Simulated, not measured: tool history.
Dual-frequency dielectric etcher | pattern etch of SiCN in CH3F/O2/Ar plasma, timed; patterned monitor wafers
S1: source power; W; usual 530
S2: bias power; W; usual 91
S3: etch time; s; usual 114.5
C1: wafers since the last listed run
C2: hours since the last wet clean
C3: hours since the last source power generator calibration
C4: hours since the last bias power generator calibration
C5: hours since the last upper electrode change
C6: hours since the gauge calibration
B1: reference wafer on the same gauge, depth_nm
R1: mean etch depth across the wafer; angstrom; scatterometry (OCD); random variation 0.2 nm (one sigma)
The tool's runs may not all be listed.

run,hour,S1,S2,S3,C1,C2,C3,C4,C5,C6,B1,R1
1,0.0,530,97,114.5,0,108.0,3725.9,3883.8,5329.1,191.9,52.5,582
# hour 20.1: bias power generator calibrated
# hour 58.1: upper electrode replaced
2,58.6,530,97,114.5,406,166.6,3784.5,38.5,0.5,250.5,52.5,579
3,59.0,530,91,105.0,5,167.0,3784.9,38.9,0.9,250.9,52.5,518
# hour 79.4: source power generator calibrated
4,92.7,530,91,105.0,394,200.7,13.3,72.6,34.6,284.6,52.5,518
5,106.3,530,91,105.0,180,214.3,26.9,86.2,48.2,298.2,52.5,520
6,197.1,530,91,114.5,1207,305.1,117.7,177.0,139.0,389.0,52.5,568
7,212.1,590,83,91.5,199,320.1,132.7,192.0,154.0,404.0,52.5,462
8,243.2,530,91,140.0,413,351.2,163.8,223.1,185.1,435.1,52.5,696
9,276.8,530,104,114.5,446,384.8,197.4,256.7,218.7,468.7,52.5,601
10,297.4,530,109,114.5,273,405.4,218.0,277.3,239.3,489.3,52.5,613
11,316.0,460,79,142.0,247,424.0,236.6,295.9,257.9,507.9,52.5,634
12,351.9,590,98,114.5,477,459.9,272.5,331.8,293.8,543.8,52.5,623
13,383.4,650,91,114.5,418,491.4,304.0,363.3,325.3,575.3,52.6,632
14,399.6,410,91,100.0,215,507.6,320.2,379.5,341.5,591.5,52.6,448
15,419.5,530,75,114.5,264,527.5,340.1,399.4,361.4,611.4,52.5,537
# hour 444.2: gauge calibrated
16,447.5,600,91,90.0,372,555.5,368.1,427.4,389.4,3.3,52.6,478
# hour 501.5: wet clean of the chamber
17,502.0,610,91,92.0,405,0.5,422.6,481.9,443.9,57.8,52.5,480
18,507.3,530,91,114.5,70,5.8,427.9,487.2,449.2,63.1,52.6,558
19,543.2,620,97,130.5,477,41.7,463.8,523.1,485.1,99.0,52.4,699
20,559.3,530,91,114.5,214,57.8,479.9,539.2,501.2,115.1,52.5,561
21,581.6,530,91,114.5,296,80.1,502.2,561.5,523.5,137.4,52.5,559
22,605.5,530,99,114.5,317,104.0,526.1,585.4,547.4,161.3,52.5,579
23,638.6,470,76,100.5,440,137.1,559.2,618.5,580.5,194.4,52.5,441
24,656.4,640,81,144.0,236,154.9,577.0,636.3,598.3,212.2,52.5,739
25,686.4,530,85,144.5,398,184.9,607.0,666.3,628.3,242.2,52.5,696
26,716.6,570,91,98.0,401,215.1,637.2,696.5,658.5,272.4,52.4,501
27,729.1,530,110,90.0,166,227.6,649.7,709.0,671.0,284.9,52.5,477
28,753.1,530,91,114.5,319,251.6,673.7,733.0,695.0,308.9,52.5,570
29,774.9,430,108,86.0,289,273.4,695.5,754.8,716.8,330.7,52.5,415

5 ways to go on from here, each from the tool as it stands after run 29. What would each give?
A,775.3,530,91,86.5,5,273.8,695.9,755.2,717.2,331.1,?,?
B,775.3,640,82,145.5,5,273.8,695.9,755.2,717.2,331.1,?,?
C,775.3,650,101,128.0,5,273.8,695.9,755.2,717.2,331.1,?,?
D,775.3,620,91,114.5,5,273.8,695.9,755.2,717.2,331.1,?,?
E,775.3,470,75,100.0,5,273.8,695.9,755.2,717.2,331.1,?,?

run,B1,R1
A,52.5,430
B,52.5,756
C,52.5,723
D,52.5,610
E,52.5,439
Without the tool's hidden state the same runs would have given:
run,R1
A,425
B,747
C,714
D,602
E,433
